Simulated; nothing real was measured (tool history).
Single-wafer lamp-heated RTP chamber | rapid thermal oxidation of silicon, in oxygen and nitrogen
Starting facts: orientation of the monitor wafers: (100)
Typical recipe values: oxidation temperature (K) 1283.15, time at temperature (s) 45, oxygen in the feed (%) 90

run	hour	oxidation temperature (K)	time at temperature (s)	oxygen in the feed (%)	read-back reference wafer on the same gauge, thickness	oxide thickness on the monitor wafer (Å)
1	0	1283.15	45	90	5.692	61.6
2	38.7	1283.15	45	90	5.69	62.01
3	124.4	1283.15	45	90	5.69	62.51
# hour 174.6: pyrometer window cleaned and pyrometer calibrated
4	214.1	1273.15	45	90	5.686	56.7
# hour 270.8: gauge calibrated
5	282.9	1273.15	45	90	5.687	56.7
6	328	1283.15	45	90	5.684	61.12
7	381.9	1283.15	45	98	5.693	63.32
8	420.8	1283.15	45	98	5.687	63.43
9	458.2	1259.15	45	90	5.688	51.92
10	542.4	1259.15	45	90	5.69	52.37
# hour 580.1: pyrometer window cleaned and pyrometer calibrated
11	620.1	1259.15	45	90	5.688	51.12
12	690.1	1283.15	45	90	5.693	61.11
13	781	1265.15	45	90	5.687	53.97
14	842.3	1283.15	45	90	5.691	61.81
15	919	1306.15	23	98	5.692	56.39
# hour 983: pyrometer window cleaned and pyrometer calibrated
# hour 1000: oxygen flow controller replaced
16	1000.4	1283.15	45	90	5.69	60.64
17	1042.8	1274.15	30	90	5.689	48.22

For run 18, what comes out?
18	1191.1	1283.15	66	90	?	?

Run 18 came out at read-back reference wafer on the same gauge, thickness 5.686, oxide thickness on the monitor wafer (Å) 72.32.
Were there no unlogged condition in the tool, this run, its random variation unchanged, would have produced oxide thickness on the monitor wafer (Å) 71.28.

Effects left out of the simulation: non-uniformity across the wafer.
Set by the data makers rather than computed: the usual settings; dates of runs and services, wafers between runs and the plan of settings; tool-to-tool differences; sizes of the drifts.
